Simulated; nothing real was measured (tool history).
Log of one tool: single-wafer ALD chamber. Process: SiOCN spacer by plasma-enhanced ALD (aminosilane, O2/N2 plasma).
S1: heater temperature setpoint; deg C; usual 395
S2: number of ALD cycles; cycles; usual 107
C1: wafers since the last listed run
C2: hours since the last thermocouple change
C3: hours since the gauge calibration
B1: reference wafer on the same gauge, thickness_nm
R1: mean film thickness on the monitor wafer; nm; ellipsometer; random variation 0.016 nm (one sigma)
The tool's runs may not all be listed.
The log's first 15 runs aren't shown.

Run 16, hour 1053: usual settings but S1 407 deg C; C1 153; C2 2037.3; C3 255.8; B1 6.223. Result: R1 6.408 nm.
Run 17, hour 1090.9: usual settings but S1 407 deg C; C1 84; C2 2075.2; C3 293.7; B1 6.227. Result: R1 6.406 nm.
Run 18, hour 1143: usual settings but S1 380 deg C, S2 93 cycles; C1 116; C2 2127.3; C3 345.8; B1 6.224. Result: R1 5.659 nm.
Run 19, hour 1238.7: usual settings but S2 123 cycles; C1 213; C2 2223; C3 441.5; B1 6.21. Result: R1 7.456 nm.
Run 20, hour 1326.3: usual settings; C1 195; C2 2310.6; C3 529.1; B1 6.206. Result: R1 6.485 nm.
Run 21, hour 1377.7: usual settings but S1 384 deg C, S2 125 cycles; C1 114; C2 2362; C3 580.5; B1 6.2. Result: R1 7.562 nm.
Run 22, hour 1478: usual settings but S1 383 deg C, S2 100 cycles; C1 223; C2 2462.3; C3 680.8; B1 6.189. Result: R1 6.047 nm.
Run 23, hour 1542.2: usual settings but S1 386 deg C; C1 143; C2 2526.5; C3 745; B1 6.196. Result: R1 6.462 nm.
Run 24, hour 1600.6: usual settings but S1 402 deg C, S2 100 cycles; C1 130; C2 2584.9; C3 803.4; B1 6.192. Result: R1 6.043 nm.
At hour 1653.5: thermocouple changed; heater temperature recalibrated.
Run 25, hour 1657.2: usual settings; C1 108; C2 3.7; C3 860; B1 6.185. Result: R1 6.455 nm.
Run 26, hour 1706.3: usual settings but S1 391 deg C, S2 96 cycles; C1 109; C2 52.8; C3 909.1; B1 6.177. Result: R1 5.822 nm.
Run 27, hour 1769.9: usual settings but S1 401 deg C, S2 118 cycles; C1 141; C2 116.4; C3 972.7; B1 6.178. Result: R1 7.162 nm.
Run 28, hour 1849.3: usual settings but S1 390 deg C; C1 177; C2 195.8; C3 1052.1; B1 6.18. Result: R1 6.452 nm.
Run 29, hour 1896.5: usual settings but S1 384 deg C; C1 105; C2 243; C3 1099.3; B1 6.166. Result: R1 6.469 nm.
Run 30, hour 1970.6: usual settings but S1 386 deg C; C1 165; C2 317.1; C3 1173.4; B1 6.162. Result: R1 6.465 nm.
Run 31, hour 2074.7: usual settings but S1 406 deg C, S2 91 cycles; C1 232; C2 421.2; C3 1277.5; B1 6.162. Result: R1 5.401 nm.
Run 32, hour 2139.2: usual settings; C1 143; C2 485.7; C3 1342; B1 6.153. Result: R1 6.426 nm.
Run 33, hour 2217.5: usual settings but S2 116 cycles; C1 174; C2 564; C3 1420.3; B1 6.146. Result: R1 6.99 nm.
Run 34, hour 2284.6: usual settings; C1 149; C2 631.1; C3 1487.4; B1 6.144. Result: R1 6.431 nm.
Run 35, hour 2359.7: usual settings but S1 407 deg C, S2 115 cycles; C1 167; C2 706.2; C3 1562.5; B1 6.137. Result: R1 6.788 nm.

5 ways to go on from here, each from the tool as it stands after run 35. What would each give?
Run A, hour 2360.3: usual settings but S1 409 deg C; C1 1; C2 706.8; C3 1563.1; B1 ?. Result: R1 ?.
Run B, hour 2360.3: usual settings but S1 407 deg C, S2 92 cycles; C1 1; C2 706.8; C3 1563.1; B1 ?. Result: R1 ?.
Run C, hour 2360.3: usual settings but S1 382 deg C, S2 127 cycles; C1 1; C2 706.8; C3 1563.1; B1 ?. Result: R1 ?.
Run D, hour 2360.3: usual settings but S1 387 deg C, S2 117 cycles; C1 1; C2 706.8; C3 1563.1; B1 ?. Result: R1 ?.
Run E, hour 2360.3: usual settings but S1 383 deg C, S2 94 cycles; C1 1; C2 706.8; C3 1563.1; B1 ?. Result: R1 ?.

run     B1     R1
  A  6.138  6.297
  B  6.138  5.443
  C  6.138  7.642
  D  6.138   7.04
  E  6.138  5.656
Without the tool's hidden state the same runs would have given:
run     R1
  A  6.392
  B  5.526
  C  7.757
  D  7.147
  E  5.742
